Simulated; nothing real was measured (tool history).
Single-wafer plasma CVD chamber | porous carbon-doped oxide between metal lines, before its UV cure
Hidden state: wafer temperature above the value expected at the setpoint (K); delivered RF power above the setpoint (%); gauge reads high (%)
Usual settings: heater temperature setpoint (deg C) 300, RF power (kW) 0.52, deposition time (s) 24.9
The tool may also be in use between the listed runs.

run	hour	heater temperature setpoint (deg C)	RF power (kW)	deposition time (s)	wafers since the last listed run	hours since the last thermocouple change	hours since the last RF generator calibration	hours since the showerhead was replaced	hours since the gauge calibration	read-back reference wafer on the same gauge, thickness_nm	mean film thickness on the monitor wafer (Å)
1	0	300	0.52	24.9	0	2909.3	1718.7	3004.6	121.5	123.927	1280.36
2	67.4	300	0.52	24.9	2184	2976.7	1786.1	3072	188.9	123.957	1283.93
3	95.3	300	0.52	24.9	904	3004.6	1814	3099.9	216.8	124.043	1277.29
4	156.3	292	0.475	24.9	1976	3065.6	1875	3160.9	277.8	124.034	1286.24
5	262.5	300	0.52	24.9	3441	3171.8	1981.2	3267.1	384	123.983	1286.23
6	301.9	300	0.52	24.9	1276	3211.2	2020.6	3306.5	423.4	124.042	1279.01
# hour 330.7: thermocouple changed; heater temperature recalibrated
7	353.9	300	0.52	24.9	1425	23.2	2072.6	3358.5	475.4	123.968	1272.84
8	421.2	300	0.52	24.9	2181	90.5	2139.9	3425.8	542.7	124.018	1279.96
9	463.1	300	0.52	24.9	1357	132.4	2181.8	3467.7	584.6	123.977	1282.26
10	490.6	287	0.465	24.9	891	159.9	2209.3	3495.2	612.1	124.022	1315.59
11	535.4	300	0.52	24.9	1451	204.7	2254.1	3540	656.9	124.016	1281.51
# hour 559.6: RF generator calibrated
12	602.7	300	0.52	24.9	1921	272	43.1	3607.3	724.2	124.032	1348.63
13	661.5	307	0.55	27.9	1905	330.8	101.9	3666.1	783	123.939	1475.79
# hour 672.2: gauge calibrated
14	713.7	294	0.58	24.9	1691	383	154.1	3718.3	41.5	124.033	1485.2
# hour 742.7: showerhead replaced
15	774	304	0.52	24.9	1694	443.3	214.4	31.3	101.8	124.06	1304.15
16	811	313	0.49	29.6	1199	480.3	251.4	68.3	138.8	124.051	1406.32
17	868.1	292	0.475	24.9	1850	537.4	308.5	125.4	195.9	124.068	1328.09
18	928.7	295	0.495	24.9	1963	598	369.1	186	256.5	123.973	1335.87
19	972.3	300	0.615	24.9	1413	641.6	412.7	229.6	300.1	123.995	1448.17

Some steps in mean film thickness on the monitor wafer (Å) between neighbouring runs. How much of each would the tool show without its hidden state too (settings, what came in, random variation), and how much is left for the hidden state, with any gauge scatter that isn't in both results?
Run 11 -> 12: RF generator calibrated. mean film thickness on the monitor wafer (Å) +67.12: hidden state +65.17, all else +1.95.
Run 14 -> 15: heater temperature setpoint (deg C) 294 -> 304, RF power (kW) 0.58 -> 0.52, showerhead replaced. mean film thickness on the monitor wafer (Å) -181.05: hidden state -2.33, all else -178.72.
